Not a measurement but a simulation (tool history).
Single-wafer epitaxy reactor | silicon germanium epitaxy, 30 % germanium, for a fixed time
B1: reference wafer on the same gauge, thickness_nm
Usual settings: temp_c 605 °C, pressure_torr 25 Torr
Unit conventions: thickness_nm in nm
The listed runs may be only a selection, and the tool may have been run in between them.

run 1 hour=0 | temp_c=616 pressure_torr=25 | B1=56.407 | thickness_nm=84.329
run 2 hour=44.6 | temp_c=610 pressure_torr=25 | B1=56.303 | thickness_nm=77.064
run 3 hour=89.9 | temp_c=610 pressure_torr=25 | B1=56.379 | thickness_nm=77.109
run 4 hour=133.8 | temp_c=605 pressure_torr=25 | B1=56.361 | thickness_nm=71.704
run 5 hour=159.6 | temp_c=605 pressure_torr=25 | B1=56.398 | thickness_nm=71.398
run 6 hour=187.1 | temp_c=605 pressure_torr=25 | B1=56.405 | thickness_nm=71.366
run 7 hour=237.3 | temp_c=605 pressure_torr=25 | B1=56.453 | thickness_nm=71.748
run 8 hour=284.4 | temp_c=615 pressure_torr=25 | B1=56.357 | thickness_nm=83.581
run 9 hour=353.1 | temp_c=615 pressure_torr=25 | B1=56.374 | thickness_nm=83.647
run 10 hour=382.4 | temp_c=605 pressure_torr=25 | B1=56.402 | thickness_nm=72.052
-- hour=405.8 pyrometer calibrated
run 11 hour=443.6 | temp_c=605 pressure_torr=25 | B1=56.391 | thickness_nm=69.602
run 12 hour=509.9 | temp_c=605 pressure_torr=25 | B1=56.381 | thickness_nm=69.524
run 13 hour=536.6 | temp_c=598 pressure_torr=25 | B1=56.489 | thickness_nm=62.351
run 14 hour=600.7 | temp_c=610 pressure_torr=28.4 | B1=56.425 | thickness_nm=79.275
run 15 hour=653 | temp_c=618 pressure_torr=25 | B1=56.358 | thickness_nm=85.818
run 16 hour=697 | temp_c=598 pressure_torr=29.1 | B1=56.351 | thickness_nm=66.14
-- hour=721.3 gauge calibrated
run 17 hour=732 | temp_c=595 pressure_torr=30.8 | B1=56.335 | thickness_nm=64.795
run 18 hour=789.9 | temp_c=605 pressure_torr=25 | B1=56.375 | thickness_nm=70.529
run 19 hour=816.8 | temp_c=605 pressure_torr=25 | B1=56.407 | thickness_nm=70.753
-- hour=830.1 capacitance manometer re-zeroed and calibrated
run 20 hour=880.2 | temp_c=594 pressure_torr=30.2 | B1=56.413 | thickness_nm=62.868
run 21 hour=922 | temp_c=605 pressure_torr=25 | B1=56.472 | thickness_nm=70.626
run 22 hour=972.8 | temp_c=609 pressure_torr=26.7 | B1=56.396 | thickness_nm=77.207
run 23 hour=1039.3 | temp_c=599 pressure_torr=27.4 | B1=56.4 | thickness_nm=66.719
-- hour=1060.8 showerhead replaced
run 24 hour=1130 | temp_c=605 pressure_torr=25 | B1=56.47 | thickness_nm=71.023
run 25 hour=1183.6 | temp_c=599 pressure_torr=25 | B1=56.388 | thickness_nm=64.874
run 26 hour=1227.6 | temp_c=617 pressure_torr=21.8 | B1=56.357 | thickness_nm=81.824
run 27 hour=1260.1 | temp_c=601 pressure_torr=19.8 | B1=56.408 | thickness_nm=61.793
run 28 hour=1284.9 | temp_c=605 pressure_torr=25 | B1=56.489 | thickness_nm=72.253
run 29 hour=1332.3 | temp_c=605 pressure_torr=25 | B1=56.45 | thickness_nm=71.391
run 30 hour=1402.7 | temp_c=618 pressure_torr=30.3 | B1=56.411 | thickness_nm=94.199
run 31 hour=1458.9 | temp_c=592 pressure_torr=23.1 | B1=56.5 | thickness_nm=56.644
-- hour=1526.5 pyrometer calibrated
run 32 hour=1530.9 | temp_c=605 pressure_torr=25 | B1=56.464 | thickness_nm=69.241
run 33 hour=1597.3 | temp_c=600 pressure_torr=30.6 | B1=56.403 | thickness_nm=68.354
run 34 hour=1629.9 | temp_c=592 pressure_torr=28.1 | B1=56.301 | thickness_nm=59.192

Branching from run 34: 5 alternative next runs. What would each branch give?
run A hour=1630.3 | temp_c=605 pressure_torr=21.3 | B1=? | thickness_nm=?
run B hour=1630.3 | temp_c=592 pressure_torr=31 | B1=? | thickness_nm=?
run C hour=1630.3 | temp_c=610 pressure_torr=20.3 | B1=? | thickness_nm=?
run D hour=1630.3 | temp_c=614 pressure_torr=19.8 | B1=? | thickness_nm=?
run E hour=1630.3 | temp_c=605 pressure_torr=28.8 | B1=? | thickness_nm=?

run=A B1=56.406 thickness_nm=65.716
run=B B1=56.406 thickness_nm=60.887
run=C B1=56.406 thickness_nm=69.952
run=D B1=56.406 thickness_nm=73.843
run=E B1=56.406 thickness_nm=73.102
What these runs would have given with no unlogged condition in the tool:
run=A thickness_nm=65.869
run=B thickness_nm=61.032
run=C thickness_nm=70.113
run=D thickness_nm=74.012
run=E thickness_nm=73.273
